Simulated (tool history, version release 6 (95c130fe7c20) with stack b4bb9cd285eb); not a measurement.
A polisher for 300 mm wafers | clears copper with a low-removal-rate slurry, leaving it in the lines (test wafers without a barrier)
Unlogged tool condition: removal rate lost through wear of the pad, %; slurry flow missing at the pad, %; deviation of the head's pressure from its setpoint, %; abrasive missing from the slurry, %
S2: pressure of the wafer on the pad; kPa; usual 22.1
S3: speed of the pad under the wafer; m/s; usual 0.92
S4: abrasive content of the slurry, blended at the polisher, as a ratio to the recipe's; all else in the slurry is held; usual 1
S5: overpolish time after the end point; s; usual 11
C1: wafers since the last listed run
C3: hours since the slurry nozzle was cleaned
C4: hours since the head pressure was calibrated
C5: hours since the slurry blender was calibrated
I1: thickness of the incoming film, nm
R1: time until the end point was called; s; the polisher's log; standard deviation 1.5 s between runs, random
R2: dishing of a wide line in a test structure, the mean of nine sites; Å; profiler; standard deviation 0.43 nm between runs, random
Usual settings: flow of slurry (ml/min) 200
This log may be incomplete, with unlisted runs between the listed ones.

Run 1, hour 0: usual settings; C1 0; wafers polished on this pad 713; C3 120.1; C4 881.4; C5 124.5; I1 396.2. Result: R1 94.9 s, R2 310 Å.
Run 2, hour 64: usual settings; C1 416; wafers polished on this pad 1129; C3 184.1; C4 945.4; C5 188.5; I1 402.7. Result: R1 97.4 s, R2 298 Å.
Run 3, hour 108.9: usual settings; C1 292; wafers polished on this pad 1422; C3 229; C4 990.3; C5 233.4; I1 393.4. Result: R1 94.2 s, R2 303 Å.
At hour 131.9: worn pad replaced by a new one.
Run 4, hour 151.4: usual settings; C1 250; wafers polished on this pad 127; C3 271.5; C4 1032.8; C5 275.9; I1 397.6. Result: R1 95.2 s, R2 309 Å.
Run 5, hour 212: usual settings; C1 394; wafers polished on this pad 521; C3 332.1; C4 1093.4; C5 336.5; I1 397.6. Result: R1 95.3 s, R2 304 Å.
Run 6, hour 239.2: usual settings; C1 177; wafers polished on this pad 698; C3 359.3; C4 1120.6; C5 363.7; I1 401.9. Result: R1 98 s, R2 306 Å.
At hour 257.1: slurry nozzle cleaned.
Run 7, hour 309.8: usual settings; C1 453; wafers polished on this pad 1151; C3 52.7; C4 1191.2; C5 434.3; I1 400.3. Result: R1 95.1 s, R2 306 Å.
At hour 352.6: slurry blender recalibrated.
Run 8, hour 355: usual settings; C1 281; wafers polished on this pad 1432; C3 97.9; C4 1236.4; C5 2.4; I1 394.5. Result: R1 94.5 s, R2 306 Å.
At hour 362.8: worn pad replaced by a new one.
At hour 367.3: head pressure recalibrated.
Run 9, hour 423.4: usual settings; C1 406; wafers polished on this pad 381; C3 166.3; C4 56.1; C5 70.8; I1 390. Result: R1 103.8 s, R2 276 Å.
Run 10, hour 463.3: usual settings; C1 259; wafers polished on this pad 641; C3 206.2; C4 96; C5 110.7; I1 389.9. Result: R1 103.6 s, R2 281 Å.
Run 11, hour 496.6: usual settings; C1 216; wafers polished on this pad 857; C3 239.5; C4 129.3; C5 144; I1 395.8. Result: R1 104 s, R2 281 Å.
Run 12, hour 549: usual settings but flow of slurry (ml/min) 160, S2 26.2 kPa, S4 1.2, S5 14 s; C1 341; wafers polished on this pad 1199; C3 291.9; C4 181.7; C5 196.4; I1 393.6. Result: R1 83.9 s, R2 401 Å.
Run 13, hour 574.2: usual settings but S4 1.3, S5 4 s; C1 164; wafers polished on this pad 1363; C3 317.1; C4 206.9; C5 221.6; I1 397.8. Result: R1 97 s, R2 122 Å.
Run 14, hour 599: usual settings but S2 15.9 kPa; C1 161; wafers polished on this pad 1524; C3 341.9; C4 231.7; C5 246.4; I1 396. Result: R1 136.7 s, R2 214 Å.
At hour 616.4: worn pad replaced by a new one.
Run 15, hour 658.5: usual settings but S2 17.2 kPa, S3 0.78 m/s, S4 1.15; C1 361; wafers polished on this pad 273; C3 401.4; C4 291.2; C5 305.9; I1 393.1. Result: R1 143.4 s, R2 210 Å.
At hour 660: slurry nozzle cleaned.
Run 16, hour 693.5: usual settings but S2 15.9 kPa, S3 0.84 m/s, S4 0.75; C1 221; wafers polished on this pad 495; C3 33.5; C4 326.2; C5 340.9; I1 391.5. Result: R1 152.5 s, R2 188 Å.
Run 17, hour 748.9: usual settings; C1 360; wafers polished on this pad 855; C3 88.9; C4 381.6; C5 396.3; I1 395.4. Result: R1 99.3 s, R2 289 Å.
Run 18, hour 783.2: usual settings but S2 29.6 kPa, S3 0.7 m/s, S4 1.2, S5 6 s; C1 223; wafers polished on this pad 1079; C3 123.2; C4 415.9; C5 430.6; I1 397.3. Result: R1 94.5 s, R2 182 Å.
Run 19, hour 833.8: usual settings but S4 1.15; C1 329; wafers polished on this pad 1408; C3 173.8; C4 466.5; C5 481.2; I1 392.3. Result: R1 94.7 s, R2 298 Å.
At hour 850.1: worn pad replaced by a new one.
Run 20, hour 867: usual settings but S4 1.25; C1 190; wafers polished on this pad 109; C3 207; C4 499.7; C5 514.4; I1 393.6. Result: R1 93.1 s, R2 305 Å.
At hour 881.4: slurry blender recalibrated.
Run 21, hour 904.9: usual settings; C1 233; wafers polished on this pad 343; C3 244.9; C4 537.6; C5 23.5; I1 397.2. Result: R1 96.6 s, R2 302 Å.
Run 22, hour 931.5: usual settings but flow of slurry (ml/min) 160, S2 17.2 kPa, S4 0.7, S5 7 s; C1 173; wafers polished on this pad 516; C3 271.5; C4 564.2; C5 50.1; I1 387. Result: R1 129.5 s, R2 149 Å.
Run 23, hour 991.5: usual settings; C1 390; wafers polished on this pad 907; C3 331.5; C4 624.2; C5 110.1; I1 398.4. Result: R1 98 s, R2 307 Å.
Run 24, hour 1046.4: usual settings but flow of slurry (ml/min) 260, S2 25.5 kPa, S4 0.75, S5 4 s; C1 357; wafers polished on this pad 1264; C3 386.4; C4 679.1; C5 165; I1 399.1. Result: R1 86.4 s, R2 141 Å.
At hour 1073.1: slurry nozzle cleaned.
Run 25, hour 1086: usual settings but S4 0.85, S5 7 s; C1 251; wafers polished on this pad 1515; C3 12.9; C4 718.7; C5 204.6; I1 389.7. Result: R1 96.9 s, R2 195 Å.
At hour 1109: worn pad replaced by a new one.
Run 26, hour 1119.5: usual settings but flow of slurry (ml/min) 260, S2 25.5 kPa, S4 0.75, S5 4 s; C1 192; wafers polished on this pad 68; C3 46.4; C4 752.2; C5 238.1; I1 395.9. Result: R1 86.2 s, R2 138 Å.
Run 27, hour 1155: usual settings; C1 231; wafers polished on this pad 299; C3 81.9; C4 787.7; C5 273.6; I1 398.5. Result: R1 98.3 s, R2 300 Å.

Describe how what the log doesn't record of the tool's condition differs between the last listed run preceding each entry between runs and the first listed run following it.
Run 3 -> run 4: worn pad replaced by a new one (hour 131.9)
  deviation of the head's pressure from its setpoint, %: 11.6 -> 11.7
  the result without the hidden state subtracted from the measured one, R1: -10.6 -> -10.8 s; R2: +27 -> +28 Å
Run 6 -> run 7: slurry nozzle cleaned (hour 257.1)
  deviation of the head's pressure from its setpoint, %: 11.9 -> 12
  the result without the hidden state subtracted from the measured one, R1: -11.3 -> -11.1 s; R2: +28 -> +28 Å
Run 7 -> run 8: slurry blender recalibrated (hour 352.6)
  no difference in the tool's unlogged condition between these two runs
  the result without the hidden state subtracted from the measured one, R1: -11.1 -> -11 s; R2: +28 -> +28 Å
Run 8 -> run 9: worn pad replaced by a new one (hour 362.8); head pressure recalibrated (hour 367.3)
  deviation of the head's pressure from its setpoint, %: 12 -> 0.939
  the result without the hidden state subtracted from the measured one, R1: -11 -> -1 s; R2: +28 -> +2 Å
Run 14 -> run 15: worn pad replaced by a new one (hour 616.4)
  deviation of the head's pressure from its setpoint, %: 5.07 -> 6.08
  the result without the hidden state subtracted from the measured one, R1: -6.7 -> -8.5 s; R2: +10 -> +11 Å
Run 15 -> run 16: slurry nozzle cleaned (hour 660)
  deviation of the head's pressure from its setpoint, %: 6.08 -> 6.6
  the result without the hidden state subtracted from the measured one, R1: -8.5 -> -9.7 s; R2: +11 -> +10 Å
Run 19 -> run 20: worn pad replaced by a new one (hour 850.1)
  deviation of the head's pressure from its setpoint, %: 8.24 -> 8.55
  the result without the hidden state subtracted from the measured one, R1: -7.6 -> -7.7 s; R2: +19 -> +21 Å
Run 20 -> run 21: slurry blender recalibrated (hour 881.4)
  deviation of the head's pressure from its setpoint, %: 8.55 -> 8.87
  the result without the hidden state subtracted from the measured one, R1: -7.7 -> -8.3 s; R2: +21 -> +21 Å
Run 24 -> run 25: slurry nozzle cleaned (hour 1073.1)
  deviation of the head's pressure from its setpoint, %: 9.8 -> 10
  the result without the hidden state subtracted from the measured one, R1: -8.2 -> -9.5 s; R2: +12 -> +16 Å
Run 25 -> run 26: worn pad replaced by a new one (hour 1109)
  deviation of the head's pressure from its setpoint, %: 10 -> 10.2
  the result without the hidden state subtracted from the measured one, R1: -9.5 -> -8.6 s; R2: +16 -> +12 Å
